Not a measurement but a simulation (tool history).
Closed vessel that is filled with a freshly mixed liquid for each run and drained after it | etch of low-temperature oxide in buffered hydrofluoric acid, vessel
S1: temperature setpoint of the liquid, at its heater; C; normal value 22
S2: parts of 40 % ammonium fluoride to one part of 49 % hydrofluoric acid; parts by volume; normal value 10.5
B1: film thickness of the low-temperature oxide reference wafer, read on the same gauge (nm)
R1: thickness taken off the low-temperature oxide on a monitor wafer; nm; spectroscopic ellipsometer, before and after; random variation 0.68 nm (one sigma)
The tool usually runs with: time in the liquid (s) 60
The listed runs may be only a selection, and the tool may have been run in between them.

{"run": 1, "hour": 0.0, "S1": 22, "S2": 11.5, "time in the liquid (s)": 60, "B1": 79.98, "R1": 175.56}
{"run": 2, "hour": 52.2, "S1": 22, "S2": 10.5, "time in the liquid (s)": 60, "B1": 80.01, "R1": 193.31}
{"hour": 55.0, "done": "gauge calibrated"}
{"run": 3, "hour": 106.5, "S1": 22, "S2": 10.5, "time in the liquid (s)": 60, "B1": 80, "R1": 194.69}
{"run": 4, "hour": 169.5, "S1": 22, "S2": 12.5, "time in the liquid (s)": 50, "B1": 79.99, "R1": 137.18}
{"run": 5, "hour": 210.2, "S1": 22, "S2": 12.5, "time in the liquid (s)": 50, "B1": 80.01, "R1": 136.28}
{"run": 6, "hour": 269.1, "S1": 22, "S2": 12.5, "time in the liquid (s)": 50, "B1": 79.97, "R1": 136.69}
{"run": 7, "hour": 308.3, "S1": 22, "S2": 10.5, "time in the liquid (s)": 60, "B1": 79.98, "R1": 193.81}
{"run": 8, "hour": 375.8, "S1": 22, "S2": 10.5, "time in the liquid (s)": 60, "B1": 79.99, "R1": 194.92}
{"run": 9, "hour": 434.6, "S1": 19, "S2": 10.5, "time in the liquid (s)": 60, "B1": 79.99, "R1": 164.76}
{"run": 10, "hour": 502.8, "S1": 22, "S2": 12.5, "time in the liquid (s)": 60, "B1": 80, "R1": 164.83}
{"run": 11, "hour": 565.9, "S1": 23.5, "S2": 10.5, "time in the liquid (s)": 60, "B1": 80.01, "R1": 212.2}
{"run": 12, "hour": 619.2, "S1": 22, "S2": 9, "time in the liquid (s)": 75, "B1": 80.02, "R1": 275.23}

Forecast run 13:
{"run": 13, "hour": 652.0, "S1": 24, "S2": 12, "time in the liquid (s)": 70, "B1": "?", "R1": "?"}

{"run 13": {"B1": 80.02, "R1": 223.53}}
Minus the tool's unlogged condition, the same run would have read R1 215.53 nm.

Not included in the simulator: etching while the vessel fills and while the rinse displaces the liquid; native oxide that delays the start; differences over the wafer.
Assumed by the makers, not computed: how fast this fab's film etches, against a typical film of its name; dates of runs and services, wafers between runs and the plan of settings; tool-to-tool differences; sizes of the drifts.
